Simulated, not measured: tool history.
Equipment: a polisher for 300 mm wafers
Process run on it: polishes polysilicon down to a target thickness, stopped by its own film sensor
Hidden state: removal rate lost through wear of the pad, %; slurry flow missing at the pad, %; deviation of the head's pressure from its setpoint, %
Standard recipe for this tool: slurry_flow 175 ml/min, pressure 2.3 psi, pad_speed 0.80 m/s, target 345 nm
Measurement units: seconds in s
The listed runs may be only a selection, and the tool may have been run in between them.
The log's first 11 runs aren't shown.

run	day	slurry_flow	pressure	pad_speed	target	wafers since the last listed run	wafers polished on this pad	hours since the slurry nozzle was cleaned	hours since the head pressure was calibrated	incoming thickness of the incoming film, nm	seconds
# day 12.658: slurry nozzle cleaned
# day 12.833: worn pad replaced by a new one
12	15.033	150	2.3	0.80	345	574	509	57.0	923.5	622.8	40.1
13	15.775	150	2.3	0.80	345	171	681	74.8	941.3	640.7	43.5
14	16.804	175	2.3	0.80	345	238	920	99.5	966.0	623.6	39.8
15	17.867	195	2.3	0.80	345	246	1166	125.0	991.5	628.8	41.3
16	18.538	195	2.3	0.80	345	155	1322	141.1	1007.6	633.0	41.1
17	19.446	175	2.3	0.80	345	210	1532	162.9	1029.4	621.4	41.3
18	20.671	210	1.7	0.88	345	283	1816	192.3	1058.8	634.1	47.7
# day 21.629: head pressure recalibrated
# day 21.654: worn pad replaced by a new one, of another model than before
19	21.675	175	1.7	0.80	345	208	5	216.4	1.1	625.4	52.4
20	22.379	230	2.7	0.98	312	163	168	233.3	18.0	636.8	29.9
21	22.925	175	2.1	1.08	425	126	294	246.4	31.1	637.0	24.2
22	23.950	175	2.3	0.72	345	237	532	271.0	55.7	632.2	44.3
23	25.358	175	3.0	0.80	301	326	858	304.8	89.5	634.4	37.2
# day 25.792: slurry nozzle cleaned
24	26.054	215	2.3	0.98	345	151	1010	6.3	106.2	625.0	32.2
25	27.312	175	2.3	0.64	345	291	1302	36.5	136.4	624.8	51.5
26	28.488	175	2.3	0.80	345	272	1574	64.7	164.6	639.0	44.2
27	29.646	175	2.3	0.80	345	268	1842	92.5	192.4	634.0	43.8
# day 30.579: worn pad replaced by a new one
28	32.725	120	2.6	0.66	260	675	497	166.4	266.3	632.3	64.2
29	34.154	215	2.3	0.80	345	331	828	200.7	300.6	624.3	38.7
30	35.042	175	2.3	0.80	249	205	1034	222.0	321.9	620.6	53.9
31	36.471	145	2.3	0.80	345	331	1365	256.3	356.2	621.5	43.4
32	37.546	175	2.3	0.80	345	249	1614	282.1	382.0	625.7	41.1
33	38.612	175	2.3	0.94	345	247	1862	307.7	407.6	624.7	36.1
# day 38.912: worn pad replaced by a new one
34	39.112	155	2.8	0.62	428	77	46	319.7	419.6	631.3	31.0
# day 39.225: slurry nozzle cleaned
35	40.062	205	2.0	0.80	375	210	256	20.1	442.4	626.8	39.6

Predict each of these 3 candidate next runs independently; none follows another, all start after run 35:
A	40.079	175	2.3	0.80	345	3	260	20.5	442.8	636.8	?
B	40.079	235	2.3	0.80	345	3	260	20.5	442.8	636.8	?
C	40.079	125	2.3	1.04	345	3	260	20.5	442.8	636.8	?

run	seconds
A	40.2
B	38.1
C	34.8
Without the tool's hidden state the same runs would have given:
run	seconds
A	39.6
B	37.5
C	34.3
